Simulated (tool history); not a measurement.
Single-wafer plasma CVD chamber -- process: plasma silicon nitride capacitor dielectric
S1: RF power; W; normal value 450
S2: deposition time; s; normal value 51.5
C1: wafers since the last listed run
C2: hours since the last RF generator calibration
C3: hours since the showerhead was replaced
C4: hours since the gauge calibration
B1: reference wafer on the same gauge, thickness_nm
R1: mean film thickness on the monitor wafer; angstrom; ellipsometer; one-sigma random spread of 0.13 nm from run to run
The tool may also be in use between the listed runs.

| run | hour | S1 | S2 | C1 | C2 | C3 | C4 | B1 | R1 |
|---|---|---|---|---|---|---|---|---|---|
| 1 | 0 | 450 | 51.5 | 0 | 2177 | 2982.5 | 646.9 | 65.258 | 696.22 |
| 2 | 14.3 | 450 | 51.5 | 168 | 2191.3 | 2996.8 | 661.2 | 65.195 | 695.13 |
| 3 | 40.8 | 450 | 51.5 | 313 | 2217.8 | 3023.3 | 687.7 | 65.267 | 693.42 |
| 4 | 76.2 | 450 | 51.5 | 418 | 2253.2 | 3058.7 | 723.1 | 65.224 | 693.56 |
| 5 | 120.9 | 450 | 55.2 | 528 | 2297.9 | 3103.4 | 767.8 | 65.188 | 742.7 |
| 6 | 141.2 | 450 | 55.2 | 239 | 2318.2 | 3123.7 | 788.1 | 65.127 | 743.53 |
| 7 | 156.3 | 470 | 51.5 | 178 | 2333.3 | 3138.8 | 803.2 | 65.185 | 699.4 |
| 8 | 183.6 | 470 | 51.5 | 322 | 2360.6 | 3166.1 | 830.5 | 65.193 | 702.99 |
| 9 | 210.6 | 450 | 45.3 | 318 | 2387.6 | 3193.1 | 857.5 | 65.231 | 607.56 |
| 10 | 243.9 | 450 | 46.8 | 393 | 2420.9 | 3226.4 | 890.8 | 65.204 | 628.1 |
| 11 | 270.9 | 450 | 46.8 | 318 | 2447.9 | 3253.4 | 917.8 | 65.221 | 624.98 |
| 12 | 293.9 | 450 | 46.8 | 271 | 2470.9 | 3276.4 | 940.8 | 65.206 | 626.28 |
| 13 | 310.4 | 450 | 51.5 | 194 | 2487.4 | 3292.9 | 957.3 | 65.208 | 690.63 |
| 14 | 345.9 | 450 | 51.5 | 419 | 2522.9 | 3328.4 | 992.8 | 65.222 | 687.91 |
|  | 359.9 | RF generator calibrated |
| 15 | 363.9 | 450 | 51.5 | 118 | 4 | 3346.4 | 1010.8 | 65.243 | 709.23 |
| 16 | 384.7 | 450 | 51.5 | 245 | 24.8 | 3367.2 | 1031.6 | 65.157 | 709.6 |
|  | 405.9 | gauge calibrated |
| 17 | 417.8 | 450 | 51.5 | 391 | 57.9 | 3400.3 | 11.9 | 65.202 | 708.09 |
|  | 437.6 | showerhead replaced |
| 18 | 438.1 | 450 | 51.5 | 145 | 78.2 | 0.5 | 32.2 | 65.164 | 709.65 |
| 19 | 449.3 | 450 | 51.5 | 132 | 89.4 | 11.7 | 43.4 | 65.156 | 707.26 |
| 20 | 478.6 | 420 | 46.6 | 346 | 118.7 | 41 | 72.7 | 65.225 | 630.69 |
| 21 | 497.8 | 405 | 58.8 | 226 | 137.9 | 60.2 | 91.9 | 65.206 | 787.26 |
| 22 | 523.6 | 450 | 57.3 | 304 | 163.7 | 86 | 117.7 | 65.272 | 788.28 |
| 23 | 556.7 | 395 | 58.2 | 391 | 196.8 | 119.1 | 150.8 | 65.133 | 770.42 |
| 24 | 587.7 | 450 | 47.6 | 366 | 227.8 | 150.1 | 181.8 | 65.264 | 654.86 |
| 25 | 631.2 | 450 | 51.5 | 513 | 271.3 | 193.6 | 225.3 | 65.236 | 709.3 |
| 26 | 659.1 | 450 | 51.5 | 329 | 299.2 | 221.5 | 253.2 | 65.206 | 709.52 |
| 27 | 674.8 | 390 | 61.6 | 185 | 314.9 | 237.2 | 268.9 | 65.231 | 810.98 |
| 28 | 691.3 | 425 | 58.8 | 194 | 331.4 | 253.7 | 285.4 | 65.223 | 793.7 |
| 29 | 708.3 | 505 | 43.7 | 200 | 348.4 | 270.7 | 302.4 | 65.2 | 621.81 |
| 30 | 783.7 | 540 | 42.5 | 890 | 423.8 | 346.1 | 377.8 | 65.166 | 616.59 |
| 31 | 800.2 | 450 | 51.5 | 194 | 440.3 | 362.6 | 394.3 | 65.234 | 708.19 |
| 32 | 830.7 | 450 | 51.5 | 360 | 470.8 | 393.1 | 424.8 | 65.166 | 706.26 |
| 33 | 844.9 | 380 | 57.8 | 167 | 485 | 407.3 | 439 | 65.206 | 757.79 |
| 34 | 866.5 | 530 | 47.7 | 255 | 506.6 | 428.9 | 460.6 | 65.169 | 687.81 |
| 35 | 886.4 | 510 | 58.3 | 235 | 526.5 | 448.8 | 480.5 | 65.203 | 833.78 |
| 36 | 917.7 | 365 | 48.8 | 369 | 557.8 | 480.1 | 511.8 | 65.171 | 631.72 |
| 37 | 942.1 | 450 | 46.7 | 288 | 582.2 | 504.5 | 536.2 | 65.198 | 642.11 |

Hidden state, per run?
gauge reads high (%): 0 on each run
H1: delivered RF power above the setpoint (%)
| run | H1 |
|---|---|
| 1 | -7.19 |
| 2 | -7.27 |
| 3 | -7.42 |
| 4 | -7.62 |
| 5 | -7.87 |
| 6 | -7.99 |
| 7 | -8.08 |
| 8 | -8.24 |
| 9 | -8.41 |
| 10 | -8.61 |
| 11 | -8.77 |
| 12 | -8.92 |
| 13 | -9.02 |
| 14 | -9.25 |
| 15 | -0.204 |
| 16 | -0.205 |
| 17 | -0.208 |
| 18 | -0.212 |
| 19 | -0.214 |
| 20 | -0.222 |
| 21 | -0.228 |
| 22 | -0.238 |
| 23 | -0.253 |
| 24 | -0.27 |
| 25 | -0.297 |
| 26 | -0.317 |
| 27 | -0.329 |
| 28 | -0.343 |
| 29 | -0.358 |
| 30 | -0.431 |
| 31 | -0.449 |
| 32 | -0.484 |
| 33 | -0.501 |
| 34 | -0.529 |
| 35 | -0.555 |
| 36 | -0.597 |
| 37 | -0.633 |
